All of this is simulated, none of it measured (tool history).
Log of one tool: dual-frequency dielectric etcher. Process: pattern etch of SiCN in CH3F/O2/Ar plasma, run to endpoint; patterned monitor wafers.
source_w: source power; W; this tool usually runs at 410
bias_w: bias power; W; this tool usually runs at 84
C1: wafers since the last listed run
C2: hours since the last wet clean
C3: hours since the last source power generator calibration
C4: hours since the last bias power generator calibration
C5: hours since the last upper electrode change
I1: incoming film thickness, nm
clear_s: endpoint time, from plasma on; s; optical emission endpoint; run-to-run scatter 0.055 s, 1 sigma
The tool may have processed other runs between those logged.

{"run": 1, "hour": 0.0, "source_w": 410, "bias_w": 80, "C1": 0, "C2": 173.9, "C3": 662.4, "C4": 1453.7, "C5": 1461.9, "I1": 6.7, "clear_s": 17.3}
{"run": 2, "hour": 61.9, "source_w": 410, "bias_w": 80, "C1": 1298, "C2": 235.8, "C3": 724.3, "C4": 1515.6, "C5": 1523.8, "I1": 6.66, "clear_s": 17.0}
{"run": 3, "hour": 111.7, "source_w": 410, "bias_w": 80, "C1": 1044, "C2": 285.6, "C3": 774.1, "C4": 1565.4, "C5": 1573.6, "I1": 6.68, "clear_s": 17.1}
{"run": 4, "hour": 149.6, "source_w": 470, "bias_w": 100, "C1": 794, "C2": 323.5, "C3": 812.0, "C4": 1603.3, "C5": 1611.5, "I1": 6.69, "clear_s": 15.2}
{"run": 5, "hour": 216.8, "source_w": 470, "bias_w": 100, "C1": 1409, "C2": 390.7, "C3": 879.2, "C4": 1670.5, "C5": 1678.7, "I1": 6.7, "clear_s": 15.3}
{"hour": 294.6, "done": "wet clean of the chamber"}
{"run": 6, "hour": 295.1, "source_w": 410, "bias_w": 84, "C1": 1138, "C2": 0.5, "C3": 957.5, "C4": 1748.8, "C5": 1757.0, "I1": 6.72, "clear_s": 17.0}
{"run": 7, "hour": 392.5, "source_w": 410, "bias_w": 84, "C1": 2042, "C2": 97.9, "C3": 1054.9, "C4": 1846.2, "C5": 1854.4, "I1": 6.78, "clear_s": 17.1}
{"run": 8, "hour": 446.6, "source_w": 410, "bias_w": 84, "C1": 1134, "C2": 152.0, "C3": 1109.0, "C4": 1900.3, "C5": 1908.5, "I1": 6.68, "clear_s": 16.9}
{"run": 9, "hour": 506.3, "source_w": 410, "bias_w": 84, "C1": 1251, "C2": 211.7, "C3": 1168.7, "C4": 1960.0, "C5": 1968.2, "I1": 6.72, "clear_s": 16.9}
{"run": 10, "hour": 559.1, "source_w": 410, "bias_w": 92, "C1": 1107, "C2": 264.5, "C3": 1221.5, "C4": 2012.8, "C5": 2021.0, "I1": 6.72, "clear_s": 16.5}
{"run": 11, "hour": 610.9, "source_w": 410, "bias_w": 92, "C1": 1086, "C2": 316.3, "C3": 1273.3, "C4": 2064.6, "C5": 2072.8, "I1": 6.74, "clear_s": 16.5}
{"hour": 660.7, "done": "wet clean of the chamber"}
{"run": 12, "hour": 698.0, "source_w": 340, "bias_w": 84, "C1": 1323, "C2": 37.3, "C3": 1360.4, "C4": 2151.7, "C5": 2159.9, "I1": 6.65, "clear_s": 17.9}
{"run": 13, "hour": 795.8, "source_w": 410, "bias_w": 94, "C1": 2050, "C2": 135.1, "C3": 1458.2, "C4": 2249.5, "C5": 2257.7, "I1": 6.74, "clear_s": 16.3}
{"run": 14, "hour": 880.9, "source_w": 410, "bias_w": 94, "C1": 1784, "C2": 220.2, "C3": 1543.3, "C4": 2334.6, "C5": 2342.8, "I1": 6.7, "clear_s": 16.3}
{"run": 15, "hour": 956.6, "source_w": 410, "bias_w": 69, "C1": 1587, "C2": 295.9, "C3": 1619.0, "C4": 2410.3, "C5": 2418.5, "I1": 6.73, "clear_s": 18.2}
{"run": 16, "hour": 1024.9, "source_w": 410, "bias_w": 69, "C1": 1432, "C2": 364.2, "C3": 1687.3, "C4": 2478.6, "C5": 2486.8, "I1": 6.6, "clear_s": 17.8}
{"hour": 1051.7, "done": "wet clean of the chamber"}
{"hour": 1071.3, "done": "upper electrode replaced"}
{"run": 17, "hour": 1093.3, "source_w": 330, "bias_w": 84, "C1": 520, "C2": 41.6, "C3": 1755.7, "C4": 2547.0, "C5": 22.0, "I1": 6.72, "clear_s": 18.2}
{"run": 18, "hour": 1185.2, "source_w": 440, "bias_w": 77, "C1": 1927, "C2": 133.5, "C3": 1847.6, "C4": 2638.9, "C5": 113.9, "I1": 6.68, "clear_s": 17.0}
{"run": 19, "hour": 1292.4, "source_w": 410, "bias_w": 84, "C1": 2247, "C2": 240.7, "C3": 1954.8, "C4": 2746.1, "C5": 221.1, "I1": 6.7, "clear_s": 17.0}
{"run": 20, "hour": 1349.4, "source_w": 320, "bias_w": 68, "C1": 1195, "C2": 297.7, "C3": 2011.8, "C4": 2803.1, "C5": 278.1, "I1": 6.68, "clear_s": 19.7}
{"run": 21, "hour": 1418.8, "source_w": 410, "bias_w": 84, "C1": 1455, "C2": 367.1, "C3": 2081.2, "C4": 2872.5, "C5": 347.5, "I1": 6.64, "clear_s": 16.8}
{"hour": 1456.2, "done": "source power generator calibrated"}
{"run": 22, "hour": 1463.7, "source_w": 410, "bias_w": 92, "C1": 857, "C2": 412.0, "C3": 7.5, "C4": 2917.4, "C5": 392.4, "I1": 6.69, "clear_s": 16.1}
{"hour": 1497.8, "done": "bias power generator calibrated"}
{"hour": 1543.7, "done": "wet clean of the chamber"}
{"run": 23, "hour": 1550.9, "source_w": 460, "bias_w": 64, "C1": 1241, "C2": 7.2, "C3": 94.7, "C4": 53.1, "C5": 479.6, "I1": 6.74, "clear_s": 17.7}
{"run": 24, "hour": 1591.0, "source_w": 410, "bias_w": 75, "C1": 840, "C2": 47.3, "C3": 134.8, "C4": 93.2, "C5": 519.7, "I1": 6.66, "clear_s": 17.4}
{"run": 25, "hour": 1664.8, "source_w": 460, "bias_w": 90, "C1": 1547, "C2": 121.1, "C3": 208.6, "C4": 167.0, "C5": 593.5, "I1": 6.73, "clear_s": 15.8}
{"run": 26, "hour": 1703.5, "source_w": 380, "bias_w": 65, "C1": 811, "C2": 159.8, "C3": 247.3, "C4": 205.7, "C5": 632.2, "I1": 6.73, "clear_s": 18.8}
{"run": 27, "hour": 1763.5, "source_w": 410, "bias_w": 90, "C1": 1258, "C2": 219.8, "C3": 307.3, "C4": 265.7, "C5": 692.2, "I1": 6.77, "clear_s": 16.6}
{"run": 28, "hour": 1826.2, "source_w": 460, "bias_w": 99, "C1": 1314, "C2": 282.5, "C3": 370.0, "C4": 328.4, "C5": 754.9, "I1": 6.69, "clear_s": 15.3}
{"hour": 1980.6, "done": "wet clean of the chamber"}
{"run": 29, "hour": 1981.1, "source_w": 410, "bias_w": 72, "C1": 2744, "C2": 0.5, "C3": 524.9, "C4": 483.3, "C5": 909.8, "I1": 6.69, "clear_s": 17.6}
{"run": 30, "hour": 2006.1, "source_w": 470, "bias_w": 70, "C1": 524, "C2": 25.5, "C3": 549.9, "C4": 508.3, "C5": 934.8, "I1": 6.73, "clear_s": 17.3}
{"run": 31, "hour": 2080.3, "source_w": 450, "bias_w": 93, "C1": 1555, "C2": 99.7, "C3": 624.1, "C4": 582.5, "C5": 1009.0, "I1": 6.75, "clear_s": 15.9}
{"run": 32, "hour": 2145.4, "source_w": 450, "bias_w": 72, "C1": 1365, "C2": 164.8, "C3": 689.2, "C4": 647.6, "C5": 1074.1, "I1": 6.66, "clear_s": 17.1}

Alternative continuations, all from the tool just after run 32; predict every row:
{"run": "A", "hour": 2145.8, "source_w": 410, "bias_w": 84, "C1": 8, "C2": 165.2, "C3": 689.6, "C4": 648.0, "C5": 1074.5, "I1": 6.68, "clear_s": "?"}
{"run": "B", "hour": 2145.8, "source_w": 350, "bias_w": 94, "C1": 8, "C2": 165.2, "C3": 689.6, "C4": 648.0, "C5": 1074.5, "I1": 6.68, "clear_s": "?"}
{"run": "C", "hour": 2145.8, "source_w": 450, "bias_w": 90, "C1": 8, "C2": 165.2, "C3": 689.6, "C4": 648.0, "C5": 1074.5, "I1": 6.68, "clear_s": "?"}

run=A clear_s=16.8
run=B clear_s=17.0
run=C clear_s=15.9
Take away the tool's hidden state, keep each run's random variation, and the runs would have read:
run=A clear_s=16.8
run=B clear_s=17.0
run=C clear_s=15.9
